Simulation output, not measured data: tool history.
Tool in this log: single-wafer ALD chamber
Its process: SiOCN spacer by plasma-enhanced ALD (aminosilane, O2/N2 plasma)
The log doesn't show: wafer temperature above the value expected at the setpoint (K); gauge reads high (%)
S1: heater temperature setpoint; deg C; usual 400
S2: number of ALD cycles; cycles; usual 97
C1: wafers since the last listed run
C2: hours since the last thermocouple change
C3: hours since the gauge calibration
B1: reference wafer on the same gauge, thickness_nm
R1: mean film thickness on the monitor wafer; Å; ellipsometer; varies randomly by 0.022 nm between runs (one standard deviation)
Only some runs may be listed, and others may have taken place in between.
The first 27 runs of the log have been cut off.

Run 28, hour 2110.2: usual settings; C1 368; C2 415; C3 4671.1; B1 6.711. Result: R1 63.27 Å.
Run 29, hour 2190.9: usual settings but S1 406 deg C, S2 109 cycles; C1 333; C2 495.7; C3 4751.8; B1 6.717. Result: R1 69.82 Å.
Run 30, hour 2252.6: usual settings but S1 387 deg C, S2 110 cycles; C1 255; C2 557.4; C3 4813.5; B1 6.72. Result: R1 71.83 Å.
Run 31, hour 2327.3: usual settings but S1 405 deg C, S2 87 cycles; C1 308; C2 632.1; C3 4888.2; B1 6.734. Result: R1 55.54 Å.
At hour 2377.4: gauge calibrated.
Run 32, hour 2417.6: usual settings but S1 390 deg C; C1 373; C2 722.4; C3 40.2; B1 6.564. Result: R1 61.43 Å.
Run 33, hour 2458.9: usual settings; C1 170; C2 763.7; C3 81.5; B1 6.564. Result: R1 61.96 Å.
Run 34, hour 2501.4: usual settings but S1 405 deg C, S2 106 cycles; C1 175; C2 806.2; C3 124; B1 6.574. Result: R1 65.97 Å.
Run 35, hour 2566.9: usual settings but S2 83 cycles; C1 270; C2 871.7; C3 189.5; B1 6.566. Result: R1 52.72 Å.
Run 36, hour 2617.6: usual settings but S1 386 deg C; C1 209; C2 922.4; C3 240.2; B1 6.566. Result: R1 61.74 Å.
Run 37, hour 2753.8: usual settings but S1 413 deg C, S2 91 cycles; C1 562; C2 1058.6; C3 376.4; B1 6.562. Result: R1 55.45 Å.
Run 38, hour 2841.1: usual settings; C1 360; C2 1145.9; C3 463.7; B1 6.565. Result: R1 61.65 Å.
Run 39, hour 2939: usual settings but S1 409 deg C, S2 115 cycles; C1 404; C2 1243.8; C3 561.6; B1 6.569. Result: R1 70.99 Å.
Run 40, hour 3016.9: usual settings but S1 405 deg C, S2 115 cycles; C1 321; C2 1321.7; C3 639.5; B1 6.567. Result: R1 71.53 Å.
Run 41, hour 3122.4: usual settings but S2 79 cycles; C1 436; C2 1427.2; C3 745; B1 6.567. Result: R1 50.57 Å.
Run 42, hour 3212.6: usual settings but S1 408 deg C, S2 80 cycles; C1 372; C2 1517.4; C3 835.2; B1 6.578. Result: R1 49.4 Å.
Run 43, hour 3391.4: usual settings but S2 115 cycles; C1 738; C2 1696.2; C3 1014; B1 6.573. Result: R1 72.84 Å.
Run 44, hour 3432.9: usual settings but S1 392 deg C; C1 171; C2 1737.7; C3 1055.5; B1 6.574. Result: R1 61.66 Å.
Run 45, hour 3486.6: usual settings but S2 104 cycles; C1 221; C2 1791.4; C3 1109.2; B1 6.568. Result: R1 66.03 Å.
Run 46, hour 3582.4: usual settings but S1 410 deg C, S2 90 cycles; C1 395; C2 1887.2; C3 1205; B1 6.574. Result: R1 55.48 Å.
Run 47, hour 3752.3: usual settings but S1 413 deg C, S2 80 cycles; C1 702; C2 2057.1; C3 1374.9; B1 6.585. Result: R1 48.68 Å.
Run 48, hour 3812.9: usual settings but S2 105 cycles; C1 250; C2 2117.7; C3 1435.5; B1 6.578. Result: R1 66.67 Å.

Below are 3 alternative next runs, each starting from the tool's condition after run 48. Predict each:
Run A, hour 3813.5: usual settings but S2 81 cycles; C1 2; C2 2118.3; C3 1436.1; B1 ?. Result: R1 ?.
Run B, hour 3813.5: usual settings but S1 414 deg C, S2 113 cycles; C1 2; C2 2118.3; C3 1436.1; B1 ?. Result: R1 ?.
Run C, hour 3813.5: usual settings but S1 415 deg C, S2 91 cycles; C1 2; C2 2118.3; C3 1436.1; B1 ?. Result: R1 ?.

run     B1     R1
  A  6.579  51.57
  B  6.579  68.52
  C  6.579  54.99
Without the tool's unlogged condition, the same runs would have read:
run     R1
  A  51.34
  B  68.22
  C  54.74
